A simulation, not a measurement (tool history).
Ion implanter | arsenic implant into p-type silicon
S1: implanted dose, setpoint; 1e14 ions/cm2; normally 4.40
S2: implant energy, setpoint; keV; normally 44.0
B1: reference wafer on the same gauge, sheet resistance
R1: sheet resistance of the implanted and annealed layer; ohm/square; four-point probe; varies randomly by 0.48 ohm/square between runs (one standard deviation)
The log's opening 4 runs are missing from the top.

run	hour	S1	S2	B1	R1
5	150.3	4.40	44.0	213.81	180.42
6	187.7	4.40	44.0	213.97	180.28
7	249.7	4.40	53.5	214.01	175.28
8	300.3	4.40	53.5	214.05	175.28
9	365.8	4.40	44.0	214.10	179.63
10	424.7	4.40	44.0	214.03	179.55
11	479.6	4.40	44.0	213.92	179.78
12	506.5	4.40	44.0	214.11	178.79
# hour 611.4: Faraday cup replaced and dose calibrated
13	672.2	4.40	44.0	213.95	184.37
14	727.0	5.41	44.0	213.98	158.10
15	778.9	5.41	44.0	213.96	158.88
# hour 818.4: gauge calibrated
16	833.8	5.06	34.0	213.91	173.33
17	858.3	4.40	34.5	213.86	192.09
18	903.0	3.75	44.0	214.08	209.59

Run 19 is up next; what results do you expect?
19	944.1	3.91	31.0	?	?

{"run 19": {"B1": 214.01, "R1": 213.95}}
Minus the tool's unlogged condition, the same run would have read R1 214.93 ohm/square.

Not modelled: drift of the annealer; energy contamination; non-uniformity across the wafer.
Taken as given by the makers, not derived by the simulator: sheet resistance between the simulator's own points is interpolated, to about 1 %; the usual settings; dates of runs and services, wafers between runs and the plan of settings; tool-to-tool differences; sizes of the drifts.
